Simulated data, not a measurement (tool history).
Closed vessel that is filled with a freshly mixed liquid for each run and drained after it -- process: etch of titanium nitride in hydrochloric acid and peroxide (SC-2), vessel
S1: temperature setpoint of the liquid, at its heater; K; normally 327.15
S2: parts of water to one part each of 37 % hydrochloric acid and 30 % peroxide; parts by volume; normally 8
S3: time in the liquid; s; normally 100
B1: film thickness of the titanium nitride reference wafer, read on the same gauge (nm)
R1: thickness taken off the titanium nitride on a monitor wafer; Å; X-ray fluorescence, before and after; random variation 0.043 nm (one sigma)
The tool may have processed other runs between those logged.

run,hour,S1,S2,S3,B1,R1
1,0,327.15,8,100,70.01,58.8
2,91.5,327.15,8,100,70.01,58.6
3,142.6,327.15,8,100,70,58.1
4,202.7,327.15,8,100,69.96,58
5,248.8,327.15,8,100,70.01,57.5
6,298.3,324.65,8,55,70.01,26.7
7,347.7,324.65,8,55,70,26.6
8,385.3,327.15,5.5,130,69.98,100.5
9,478,327.15,8,100,70,56.6
10,534.6,318.15,11.5,130,69.99,29.6
11,638.4,327.15,8,100,69.97,56.2
12,713.1,335.15,8,100,70.02,92.8
# hour 766.2: chemicals flow meter replaced
13,810.2,327.15,9.5,100,69.99,51.5
# hour 833.3: gauge calibrated
14,888,327.15,9.5,100,69.96,51
15,953,335.65,4,45,69.95,75.1
16,1049.8,327.15,5.5,160,70.02,122.5
# hour 1076.4: thermometer replaced
# hour 1097.1: new drum of peroxide connected
17,1147,332.15,10.5,65,70.01,42.9
18,1216.6,330.15,8,100,69.98,72.7
19,1268.3,327.15,8,135,69.97,81.5
20,1305,327.15,8,50,70.02,29.8
21,1355.3,329.65,8,100,69.97,69.6

Predict the results of run 22:
22,1444.3,327.15,8,100,?,?

B1: 70
R1: 59.4 Å
Without the tool's hidden state the same run would have given R1 62.2 Å.
